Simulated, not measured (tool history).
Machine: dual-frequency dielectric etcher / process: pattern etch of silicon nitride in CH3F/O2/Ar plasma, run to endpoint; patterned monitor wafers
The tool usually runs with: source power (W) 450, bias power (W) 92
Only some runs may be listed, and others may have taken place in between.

| run | hour | source power (W) | bias power (W) | incoming incoming film thickness, nm | endpoint time (s) |
|---|---|---|---|---|---|
| 1 | 0 | 450 | 92 | 43.21 | 57.5 |
| 2 | 29.2 | 410 | 92 | 42.94 | 58 |
| 3 | 98.5 | 450 | 110 | 42.54 | 52.8 |
| 4 | 130.1 | 410 | 85 | 42.76 | 58.5 |
| 5 | 172.7 | 410 | 85 | 42.52 | 58 |
| 6 | 197.8 | 410 | 85 | 42.59 | 58.4 |
| 7 | 228.4 | 380 | 92 | 43.47 | 58.8 |
| 8 | 274.4 | 380 | 92 | 42.84 | 58 |
| 9 | 406.2 | 380 | 92 | 42.74 | 57.1 |
|  | 445.9 | wet clean of the chamber |
| 10 | 446.4 | 450 | 92 | 43.15 | 57.5 |
| 11 | 476.5 | 450 | 92 | 43.26 | 57.9 |
| 12 | 527.5 | 410 | 115 | 42.97 | 54.9 |
| 13 | 571.3 | 530 | 111 | 43.02 | 51.1 |
| 14 | 614.4 | 420 | 79 | 43.18 | 59.8 |
| 15 | 683.1 | 450 | 71 | 42.25 | 58.5 |
| 16 | 739.4 | 530 | 92 | 43.2 | 53.5 |
| 17 | 765.8 | 530 | 105 | 42.76 | 50.8 |

Predict the results of run 18:
| 18 | 810.9 | 550 | 103 | 43.32 | ? |

{"run 18": {"endpoint time (s)": 51}}
If the tool had no hidden condition, the same run with the same run-to-run variation would have returned endpoint time (s) 52.8.
